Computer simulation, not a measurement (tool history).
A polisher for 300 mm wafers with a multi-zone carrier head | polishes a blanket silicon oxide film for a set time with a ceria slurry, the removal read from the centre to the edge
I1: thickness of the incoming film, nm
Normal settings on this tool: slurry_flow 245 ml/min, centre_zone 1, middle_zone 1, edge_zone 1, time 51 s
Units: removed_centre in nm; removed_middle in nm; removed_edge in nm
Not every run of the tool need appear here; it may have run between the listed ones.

run 1 hour=0 | slurry_flow=245 centre_zone=1 middle_zone=1 edge_zone=1 time=51 | I1=822.4 | removed_centre=116.6 removed_middle=122.4 removed_edge=131
run 2 hour=25.5 | slurry_flow=245 centre_zone=1 middle_zone=1 edge_zone=1 time=51 | I1=823.7 | removed_centre=114.8 removed_middle=124.7 removed_edge=130.1
run 3 hour=60.8 | slurry_flow=245 centre_zone=1 middle_zone=1.08 edge_zone=1 time=62 | I1=815.3 | removed_centre=135.1 removed_middle=160.9 removed_edge=156.5
-- hour=76 slurry nozzle cleaned
run 4 hour=89.8 | slurry_flow=310 centre_zone=1 middle_zone=1 edge_zone=1 time=43 | I1=817.5 | removed_centre=110.5 removed_middle=117.2 removed_edge=118.6
run 5 hour=113 | slurry_flow=245 centre_zone=0.96 middle_zone=1 edge_zone=1 time=51 | I1=830.2 | removed_centre=119.5 removed_middle=135.9 removed_edge=136.5
-- hour=130.8 worn pad replaced by a new one
run 6 hour=131.3 | slurry_flow=175 centre_zone=1 middle_zone=1 edge_zone=1 time=51 | I1=817.9 | removed_centre=118.9 removed_middle=125.6 removed_edge=132.8
run 7 hour=150 | slurry_flow=305 centre_zone=1 middle_zone=1 edge_zone=1 time=40 | I1=838.5 | removed_centre=99.9 removed_middle=110.5 removed_edge=110
run 8 hour=251.7 | slurry_flow=215 centre_zone=1 middle_zone=0.94 edge_zone=1 time=65 | I1=815.1 | removed_centre=153.2 removed_middle=156.9 removed_edge=171.3
run 9 hour=280.1 | slurry_flow=245 centre_zone=1 middle_zone=1 edge_zone=1 time=51 | I1=818.7 | removed_centre=124 removed_middle=131.9 removed_edge=135.5
-- hour=310.4 centre zone pressure recalibrated
run 10 hour=313.5 | slurry_flow=170 centre_zone=1 middle_zone=1 edge_zone=1.05 time=51 | I1=810.3 | removed_centre=127.7 removed_middle=118.4 removed_edge=131.3
run 11 hour=364.2 | slurry_flow=285 centre_zone=1.11 middle_zone=0.89 edge_zone=1 time=44 | I1=806.2 | removed_centre=128.8 removed_middle=105.6 removed_edge=118.6
-- hour=373.8 worn pad replaced by a new one
run 12 hour=398.3 | slurry_flow=245 centre_zone=0.92 middle_zone=1 edge_zone=1.03 time=51 | I1=827.7 | removed_centre=120.8 removed_middle=129.8 removed_edge=137.9
-- hour=411.8 carrier head's membrane replaced by a new one
run 13 hour=415 | slurry_flow=245 centre_zone=1.05 middle_zone=1 edge_zone=1 time=51 | I1=817.7 | removed_centre=136.7 removed_middle=126.5 removed_edge=134.2
run 14 hour=431.9 | slurry_flow=245 centre_zone=0.93 middle_zone=0.93 edge_zone=0.94 time=35 | I1=830.1 | removed_centre=85 removed_middle=81.9 removed_edge=90.1
run 15 hour=456.9 | slurry_flow=280 centre_zone=0.9 middle_zone=1.08 edge_zone=1 time=57 | I1=818.5 | removed_centre=129.6 removed_middle=155.7 removed_edge=151.5
run 16 hour=476 | slurry_flow=245 centre_zone=1 middle_zone=1 edge_zone=1 time=51 | I1=822.1 | removed_centre=127.7 removed_middle=129.2 removed_edge=131.2
run 17 hour=493.6 | slurry_flow=175 centre_zone=1 middle_zone=1 edge_zone=1 time=51 | I1=827.8 | removed_centre=121.8 removed_middle=117.3 removed_edge=126.2
run 18 hour=521.8 | slurry_flow=245 centre_zone=0.91 middle_zone=1 edge_zone=1 time=51 | I1=803.3 | removed_centre=116.8 removed_middle=132.1 removed_edge=132.5
run 19 hour=540.9 | slurry_flow=245 centre_zone=1 middle_zone=1 edge_zone=1 time=51 | I1=806.4 | removed_centre=125.3 removed_middle=129.7 removed_edge=131.2
run 20 hour=561.9 | slurry_flow=245 centre_zone=1.09 middle_zone=1.07 edge_zone=1 time=51 | I1=827.7 | removed_centre=138.3 removed_middle=134.2 removed_edge=132.6
-- hour=569.7 edge zone pressure recalibrated
-- hour=580.1 worn pad replaced by a new one
run 21 hour=593.9 | slurry_flow=245 centre_zone=1 middle_zone=0.95 edge_zone=1 time=51 | I1=809.2 | removed_centre=123.2 removed_middle=122.2 removed_edge=132.7
run 22 hour=623.3 | slurry_flow=245 centre_zone=1 middle_zone=1 edge_zone=1 time=51 | I1=821.5 | removed_centre=123.4 removed_middle=127.9 removed_edge=130.8
run 23 hour=637.3 | slurry_flow=215 centre_zone=1 middle_zone=0.91 edge_zone=1.06 time=61 | I1=823.5 | removed_centre=147.2 removed_middle=136.8 removed_edge=161.2

What if the next run were any one of these 3? Each begins from the tool's condition after run 23:
run A hour=637.7 | slurry_flow=245 centre_zone=1 middle_zone=1 edge_zone=1 time=65 | I1=811.4 | removed_centre=? removed_middle=? removed_edge=?
run B hour=637.7 | slurry_flow=245 centre_zone=0.91 middle_zone=0.93 edge_zone=1 time=68 | I1=811.4 | removed_centre=? removed_middle=? removed_edge=?
run C hour=637.7 | slurry_flow=245 centre_zone=1 middle_zone=1 edge_zone=1 time=39 | I1=811.4 | removed_centre=? removed_middle=? removed_edge=?

run=A removed_centre=159.9 removed_middle=160.8 removed_edge=168.5
run=B removed_centre=152 removed_middle=158.3 removed_edge=176.5
run=C removed_centre=95.9 removed_middle=96.5 removed_edge=101.1
Take away the tool's hidden state, keep each run's random variation, and the runs would have read:
run=A removed_centre=180.3 removed_middle=172.2 removed_edge=177.3
run=B removed_centre=171.5 removed_middle=169.5 removed_edge=185.7
run=C removed_centre=108.2 removed_middle=103.3 removed_edge=106.4

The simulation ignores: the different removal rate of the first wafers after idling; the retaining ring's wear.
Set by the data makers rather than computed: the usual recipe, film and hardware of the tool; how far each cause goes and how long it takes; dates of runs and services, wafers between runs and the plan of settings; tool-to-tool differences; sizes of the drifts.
